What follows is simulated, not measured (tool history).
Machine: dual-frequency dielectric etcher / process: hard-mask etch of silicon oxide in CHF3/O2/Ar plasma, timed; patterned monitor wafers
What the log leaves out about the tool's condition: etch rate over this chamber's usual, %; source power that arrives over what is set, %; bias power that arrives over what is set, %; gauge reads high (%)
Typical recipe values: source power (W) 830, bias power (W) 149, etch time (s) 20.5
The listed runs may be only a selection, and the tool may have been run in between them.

run    hour  source power (W)  bias power (W)  etch time (s)  wafers since the last listed run  hours since the last wet clean  hours since the last source power generator calibration  hours since the last bias power generator calibration  hours since the last upper electrode change  hours since the gauge calibration  read-back reference wafer on the same gauge, depth_nm  mean etch depth across the wafer (Å)
  1     0.0               830             149           20.5                                 0                           534.2                                                   2086.8                                                 3473.4                                       3863.3                              542.3                                                  34.13                                 376.5
        9.6  -- wet clean of the chamber
  2    45.5               750             169           20.5                               368                            35.9                                                   2132.3                                                 3518.9                                       3908.8                              587.8                                                  34.11                                 392.2
       98.8  -- gauge calibrated
  3   209.0               750             169           20.5                              1680                           199.4                                                   2295.8                                                 3682.4                                       4072.3                              110.2                                                  34.16                                 395.0
  4   241.7               830             149           25.0                               336                           232.1                                                   2328.5                                                 3715.1                                       4105.0                              142.9                                                  34.13                                 475.2
  5   303.9               830             149           25.0                               639                           294.3                                                   2390.7                                                 3777.3                                       4167.2                              205.1                                                  34.15                                 473.0
  6   328.0               830             149           23.5                               247                           318.4                                                   2414.8                                                 3801.4                                       4191.3                              229.2                                                  34.06                                 443.8
  7   366.8               830             149           23.5                               398                           357.2                                                   2453.6                                                 3840.2                                       4230.1                              268.0                                                  34.14                                 441.8
  8   426.7               830             149           23.5                               615                           417.1                                                   2513.5                                                 3900.1                                       4290.0                              327.9                                                  34.08                                 440.7
      431.3  -- bias power generator calibrated
  9   495.7               970             149           18.5                               668                           486.1                                                   2582.5                                                   64.4                                       4359.0                              396.9                                                  34.03                                 363.5
 10   544.0               830             149           20.5                               496                           534.4                                                   2630.8                                                  112.7                                       4407.3                              445.2                                                  34.11                                 382.2
 11   583.4               830             149           20.5                               404                           573.8                                                   2670.2                                                  152.1                                       4446.7                              484.6                                                  34.07                                 377.9
 12   623.1               830             149           20.5                               408                           613.5                                                   2709.9                                                  191.8                                       4486.4                              524.3                                                  34.17                                 379.8
      669.9  -- wet clean of the chamber
 13   681.7               830             149           16.0                               355                            11.8                                                   2768.5                                                  250.4                                       4545.0                              582.9                                                  34.03                                 310.4
 14   718.5               830             121           16.0                               378                            48.6                                                   2805.3                                                  287.2                                       4581.8                              619.7                                                  34.05                                 291.2
 15   759.0               730             181           20.5                               416                            89.1                                                   2845.8                                                  327.7                                       4622.3                              660.2                                                  34.11                                 394.5
 16   795.9               900             122           22.5                               379                           126.0                                                   2882.7                                                  364.6                                       4659.2                              697.1                                                  34.08                                 426.7
      824.0  -- source power generator calibrated
 17   839.6               640             123           22.5                               408                           169.7                                                     15.6                                                  408.3                                       4702.9                              740.8                                                  34.08                                 367.5
      887.2  -- gauge calibrated
 18   898.9               950             122           20.5                               609                           229.0                                                     74.9                                                  467.6                                       4762.2                               11.7                                                  34.17                                 393.1
      938.0  -- upper electrode replaced
 19   938.5               830             149           20.5                               160                           268.6                                                    114.5                                                  507.2                                          0.5                               51.3                                                  34.08                                 388.6
 20   975.2               740             149           16.5                               377                           305.3                                                    151.2                                                  543.9                                         37.2                               88.0                                                  34.06                                 295.5
 21  1004.3               630             123           20.5                               299                           334.4                                                    180.3                                                  573.0                                         66.3                              117.1                                                  34.15                                 329.4
 22  1056.0               960             181           25.5                               531                           386.1                                                    232.0                                                  624.7                                        118.0                              168.8                                                  34.09                                 535.5
 23  1096.1               980             185           20.5                               412                           426.2                                                    272.1                                                  664.8                                        158.1                              208.9                                                  34.12                                 426.7
 24  1155.6               720             161           20.5                               611                           485.7                                                    331.6                                                  724.3                                        217.6                              268.4                                                  34.14                                 363.9
 25  1226.0               830             149           20.5                               723                           556.1                                                    402.0                                                  794.7                                        288.0                              338.8                                                  34.12                                 377.6

Each row is a separate what-if for the run after 25, all from the same tool condition, not one after another. Results?
  A  1226.4               690             149           20.5                                 4                           556.5                                                    402.4                                                  795.1                                        288.4                              339.2                                                      ?                                     ?
  B  1226.4              1010             124           16.0                                 4                           556.5                                                    402.4                                                  795.1                                        288.4                              339.2                                                      ?                                     ?
  C  1226.4               700             161           25.0                                 4                           556.5                                                    402.4                                                  795.1                                        288.4                              339.2                                                      ?                                     ?

run  read-back reference wafer on the same gauge, depth_nm  mean etch depth across the wafer (Å)
  A                                                  34.05                                 349.7
  B                                                  34.05                                 306.4
  C                                                  34.05                                 437.7
With no hidden state in the tool, these same runs would have given:
run  mean etch depth across the wafer (Å)
  A                                 367.9
  B                                 322.3
  C                                 460.6

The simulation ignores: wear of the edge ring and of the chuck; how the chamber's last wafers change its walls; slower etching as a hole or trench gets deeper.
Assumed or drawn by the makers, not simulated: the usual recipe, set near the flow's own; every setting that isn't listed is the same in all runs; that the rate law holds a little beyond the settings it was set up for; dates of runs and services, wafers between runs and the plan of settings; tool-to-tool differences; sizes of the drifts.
